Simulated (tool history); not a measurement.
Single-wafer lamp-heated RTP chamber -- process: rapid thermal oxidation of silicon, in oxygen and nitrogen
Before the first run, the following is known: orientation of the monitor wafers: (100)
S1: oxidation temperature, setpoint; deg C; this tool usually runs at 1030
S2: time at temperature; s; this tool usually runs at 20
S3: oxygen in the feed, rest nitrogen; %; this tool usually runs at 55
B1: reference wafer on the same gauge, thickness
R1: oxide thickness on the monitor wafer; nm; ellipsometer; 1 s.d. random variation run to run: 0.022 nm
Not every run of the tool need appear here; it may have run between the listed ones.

run,day,S1,S2,S3,B1,R1
1,0,1052,20,55,3.828,4.628
2,0.633,1052,20,55,3.819,4.616
3,1.058,1040,13,55,3.818,3.672
4,1.696,1013,20,46,3.818,3.442
5,2.058,1030,16,55,3.81,3.713
6,2.342,1030,16,55,3.815,3.718
7,2.804,1030,20,55,3.82,4.015
8,3.467,1030,20,55,3.818,4.085
9,4.158,1030,20,40,3.832,3.694
10,4.642,1030,20,40,3.83,3.682
11,5.2,1030,20,40,3.822,3.712
12,5.912,1030,20,44,3.815,3.826
13,6.229,1030,20,44,3.809,3.772
14,6.567,1030,20,44,3.829,3.795
# day 7.079: pyrometer window cleaned and pyrometer calibrated
15,7.1,1013,26,55,3.821,3.827
16,7.575,1013,26,55,3.818,3.803
17,7.846,1030,20,55,3.817,3.833
18,8.492,1030,20,55,3.824,3.908
19,9.071,1012,29,47,3.821,3.833
20,9.654,1030,20,55,3.821,3.955
21,10.029,1038,25,55,3.816,4.554
22,10.7,1044,17,78,3.815,4.549
23,11.158,1045,11,27,3.824,2.911
24,11.654,1030,16,55,3.809,3.688
# day 12.004: oxygen flow controller replaced
25,12.317,1006,28,55,3.817,3.88
26,12.796,1019,20,55,3.824,3.716
27,13.612,1059,17,55,3.826,4.534
# day 14.083: gauge calibrated
28,14.129,1013,26,55,3.821,3.974
29,14.571,1053,20,26,3.82,3.682
30,15.162,1039,28,37,3.821,4.317
31,15.812,1009,16,63,3.813,3.427
32,16.221,1006,28,55,3.833,3.989
33,16.95,1018,29,55,3.828,4.363
34,17.654,1056,26,75,3.818,5.976
35,18.05,1030,20,55,3.833,4.065
36,18.771,1030,20,55,3.821,4.09
37,19.462,1030,20,55,3.82,4.075

Results for each run, recomputed without the tool's hidden state and with each run's random variation untouched:
Hidden state present: true wafer temperature minus pyrometer reading, K; deviation of the oxygen flow from its setpoint, %; gauge reads high (%).
run,R1
1,4.365
2,4.347
3,3.47
4,3.255
5,3.498
6,3.501
7,3.769
8,3.83
9,3.475
10,3.462
11,3.488
12,3.587
13,3.535
14,3.557
15,3.8
16,3.756
17,3.776
18,3.826
19,3.734
20,3.835
21,4.396
22,4.372
23,2.826
24,3.537
25,3.701
26,3.543
27,4.301
28,3.763
29,3.502
30,4.076
31,3.245
32,3.755
33,4.093
34,5.591
35,3.815
36,3.833
37,3.816
